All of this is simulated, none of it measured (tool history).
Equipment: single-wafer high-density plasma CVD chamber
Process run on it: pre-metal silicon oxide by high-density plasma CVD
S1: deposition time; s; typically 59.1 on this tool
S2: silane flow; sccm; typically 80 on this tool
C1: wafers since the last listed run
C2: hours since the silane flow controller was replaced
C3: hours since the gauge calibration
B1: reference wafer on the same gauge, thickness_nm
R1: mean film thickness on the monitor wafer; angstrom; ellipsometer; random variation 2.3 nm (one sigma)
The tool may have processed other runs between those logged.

Run 1, day 0.000: usual settings; C1 0; C2 2765.0; C3 1318.9; B1 569.410. Result: R1 5104.01 angstrom.
At day 0.438: gauge calibrated.
Run 2, day 4.042: usual settings; C1 2496; C2 2862.0; C3 86.5; B1 570.011. Result: R1 5061.75 angstrom.
Run 3, day 8.446: usual settings but S2 85 sccm; C1 2720; C2 2967.7; C3 192.2; B1 569.553. Result: R1 5415.30 angstrom.
Run 4, day 12.262: usual settings but S1 52.9 s; C1 2357; C2 3059.3; C3 283.8; B1 570.050. Result: R1 4567.89 angstrom.
Run 5, day 14.067: usual settings but S1 52.9 s; C1 1114; C2 3102.6; C3 327.1; B1 570.367. Result: R1 4540.60 angstrom.
Run 6, day 15.946: usual settings but S1 52.9 s; C1 1160; C2 3147.7; C3 372.2; B1 569.999. Result: R1 4559.49 angstrom.
Run 7, day 18.808: usual settings but S1 50.1 s, S2 70 sccm; C1 1767; C2 3216.4; C3 440.9; B1 571.000. Result: R1 3804.36 angstrom.
Run 8, day 21.575: usual settings but S1 52.3 s; C1 1708; C2 3282.8; C3 507.3; B1 570.097. Result: R1 4494.04 angstrom.
Run 9, day 23.383: usual settings but S2 73 sccm; C1 1116; C2 3326.2; C3 550.7; B1 569.908. Result: R1 4677.12 angstrom.
Run 10, day 25.033: usual settings but S2 73 sccm; C1 1019; C2 3365.8; C3 590.3; B1 569.578. Result: R1 4669.62 angstrom.
Run 11, day 29.300: usual settings but S1 56.0 s; C1 2635; C2 3468.2; C3 692.7; B1 569.466. Result: R1 4862.17 angstrom.
Run 12, day 33.792: usual settings but S1 63.2 s, S2 89 sccm; C1 2774; C2 3576.0; C3 800.5; B1 570.630. Result: R1 6065.74 angstrom.

What does the tool deliver on the next run?
Run 13, day 37.933: usual settings but S1 68.0 s, S2 96 sccm; C1 2557; C2 3675.4; C3 899.9; B1 ?. Result: R1 ?.

{"run 13": {"B1": 570.256, "R1": 7054.4}}
With the hidden condition absent and the run-to-run variation left alone, this run would have shown R1 6766.09 angstrom.

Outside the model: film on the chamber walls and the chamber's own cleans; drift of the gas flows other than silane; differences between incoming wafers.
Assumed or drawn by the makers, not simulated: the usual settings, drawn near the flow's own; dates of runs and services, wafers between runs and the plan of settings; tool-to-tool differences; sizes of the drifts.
